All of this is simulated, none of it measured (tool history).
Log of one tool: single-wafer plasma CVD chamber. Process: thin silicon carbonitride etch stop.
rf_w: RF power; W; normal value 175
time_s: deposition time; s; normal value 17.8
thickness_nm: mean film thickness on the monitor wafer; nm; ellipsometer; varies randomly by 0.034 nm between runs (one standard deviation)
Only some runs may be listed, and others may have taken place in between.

| run | hour | rf_w | time_s | wafers since the last listed run | hours since the last thermocouple change | hours since the last RF generator calibration | hours since the showerhead was replaced | hours since the gauge calibration | read-back reference wafer on the same gauge, thickness_nm | thickness_nm |
|---|---|---|---|---|---|---|---|---|---|---|
| 1 | 0 | 175 | 17.8 | 0 | 1088.5 | 1776.2 | 2938.5 | 507.3 | 11.556 | 9.682 |
| 2 | 40.8 | 185 | 19.6 | 918 | 1129.3 | 1817 | 2979.3 | 548.1 | 11.548 | 10.851 |
| 3 | 82.5 | 185 | 19.6 | 938 | 1171 | 1858.7 | 3021 | 589.8 | 11.554 | 10.848 |
| 4 | 153.5 | 185 | 19.6 | 1598 | 1242 | 1929.7 | 3092 | 660.8 | 11.533 | 10.839 |
| 5 | 198.9 | 175 | 20.6 | 1021 | 1287.4 | 1975.1 | 3137.4 | 706.2 | 11.521 | 11.211 |
| 6 | 262.9 | 175 | 20.6 | 1440 | 1351.4 | 2039.1 | 3201.4 | 770.2 | 11.538 | 11.16 |
| 7 | 290.6 | 175 | 19.6 | 623 | 1379.1 | 2066.8 | 3229.1 | 797.9 | 11.549 | 10.644 |
| 8 | 331.7 | 175 | 19.6 | 925 | 1420.2 | 2107.9 | 3270.2 | 839 | 11.544 | 10.588 |
| 9 | 392.9 | 175 | 15.1 | 1377 | 1481.4 | 2169.1 | 3331.4 | 900.2 | 11.56 | 8.167 |
| 10 | 433.4 | 175 | 15.1 | 911 | 1521.9 | 2209.6 | 3371.9 | 940.7 | 11.553 | 8.165 |
| 11 | 478.3 | 175 | 15.1 | 1010 | 1566.8 | 2254.5 | 3416.8 | 985.6 | 11.54 | 8.085 |
| 12 | 543.7 | 175 | 17.8 | 1472 | 1632.2 | 2319.9 | 3482.2 | 1051 | 11.544 | 9.591 |
| 13 | 601.4 | 175 | 17.8 | 1298 | 1689.9 | 2377.6 | 3539.9 | 1108.7 | 11.533 | 9.583 |
| 14 | 638.5 | 175 | 17.8 | 835 | 1727 | 2414.7 | 3577 | 1145.8 | 11.54 | 9.555 |
| 15 | 672.3 | 175 | 17.8 | 760 | 1760.8 | 2448.5 | 3610.8 | 1179.6 | 11.53 | 9.562 |
| 16 | 697.8 | 175 | 17.8 | 573 | 1786.3 | 2474 | 3636.3 | 1205.1 | 11.573 | 9.601 |
| 17 | 732.4 | 170 | 18.5 | 778 | 1820.9 | 2508.6 | 3670.9 | 1239.7 | 11.541 | 9.895 |
| 18 | 802.7 | 175 | 16.8 | 1582 | 1891.2 | 2578.9 | 3741.2 | 1310 | 11.53 | 9.051 |
| 19 | 831.4 | 205 | 14.9 | 646 | 1919.9 | 2607.6 | 3769.9 | 1338.7 | 11.57 | 8.332 |
| 20 | 875.6 | 190 | 15.1 | 994 | 1964.1 | 2651.8 | 3814.1 | 1382.9 | 11.525 | 8.267 |
|  | 885.7 | thermocouple changed; heater temperature recalibrated |
|  | 935.8 | RF generator calibrated |
| 21 | 942 | 150 | 20.1 | 1134 | 56.3 | 6.2 | 3880.5 | 1449.3 | 11.541 | 10.62 |
| 22 | 1007.8 | 175 | 17.8 | 1481 | 122.1 | 72 | 3946.3 | 1515.1 | 11.561 | 9.811 |
|  | 1008.4 | gauge calibrated |
| 23 | 1053.5 | 155 | 15.6 | 1028 | 167.8 | 117.7 | 3992 | 45.1 | 11.538 | 8.355 |
|  | 1069.2 | showerhead replaced |
| 24 | 1087.3 | 175 | 17.8 | 580 | 201.6 | 151.5 | 18.1 | 78.9 | 11.552 | 9.81 |
| 25 | 1126.8 | 155 | 18.9 | 889 | 241.1 | 191 | 57.6 | 118.4 | 11.548 | 10.064 |
| 26 | 1224.2 | 175 | 14.4 | 2192 | 338.5 | 288.4 | 155 | 215.8 | 11.541 | 7.958 |
| 27 | 1289.3 | 155 | 20.8 | 1465 | 403.6 | 353.5 | 220.1 | 280.9 | 11.531 | 11.059 |
| 28 | 1396.1 | 165 | 14.4 | 2403 | 510.4 | 460.3 | 326.9 | 387.7 | 11.55 | 7.817 |
| 29 | 1463.7 | 165 | 17.8 | 1521 | 578 | 527.9 | 394.5 | 455.3 | 11.56 | 9.644 |
| 30 | 1519.9 | 155 | 15 | 1265 | 634.2 | 584.1 | 450.7 | 511.5 | 11.549 | 7.999 |
| 31 | 1550 | 160 | 19 | 677 | 664.3 | 614.2 | 480.8 | 541.6 | 11.549 | 10.2 |
| 32 | 1580.8 | 165 | 16.1 | 693 | 695.1 | 645 | 511.6 | 572.4 | 11.553 | 8.744 |
| 33 | 1647.6 | 205 | 20.3 | 1503 | 761.9 | 711.8 | 578.4 | 639.2 | 11.532 | 11.69 |
| 34 | 1675.1 | 185 | 21.3 | 618 | 789.4 | 739.3 | 605.9 | 666.7 | 11.541 | 11.908 |
| 35 | 1701.2 | 175 | 15.1 | 587 | 815.5 | 765.4 | 632 | 692.8 | 11.53 | 8.327 |

4 options for the next run, each taken on its own from the tool as it stands now. Forecast them:
| A | 1701.6 | 175 | 16.2 | 9 | 815.9 | 765.8 | 632.4 | 693.2 | ? | ? |
| B | 1701.6 | 195 | 19.4 | 9 | 815.9 | 765.8 | 632.4 | 693.2 | ? | ? |
| C | 1701.6 | 200 | 18.7 | 9 | 815.9 | 765.8 | 632.4 | 693.2 | ? | ? |
| D | 1701.6 | 185 | 16 | 9 | 815.9 | 765.8 | 632.4 | 693.2 | ? | ? |

| run | read-back reference wafer on the same gauge, thickness_nm | thickness_nm |
|---|---|---|
| A | 11.563 | 8.954 |
| B | 11.563 | 11.061 |
| C | 11.563 | 10.74 |
| D | 11.563 | 8.986 |
The same runs, with their run-to-run variation unchanged, on a tool lacking any hidden condition would have given:
| run | thickness_nm |
|---|---|
| A | 8.976 |
| B | 11.088 |
| C | 10.766 |
| D | 9.007 |

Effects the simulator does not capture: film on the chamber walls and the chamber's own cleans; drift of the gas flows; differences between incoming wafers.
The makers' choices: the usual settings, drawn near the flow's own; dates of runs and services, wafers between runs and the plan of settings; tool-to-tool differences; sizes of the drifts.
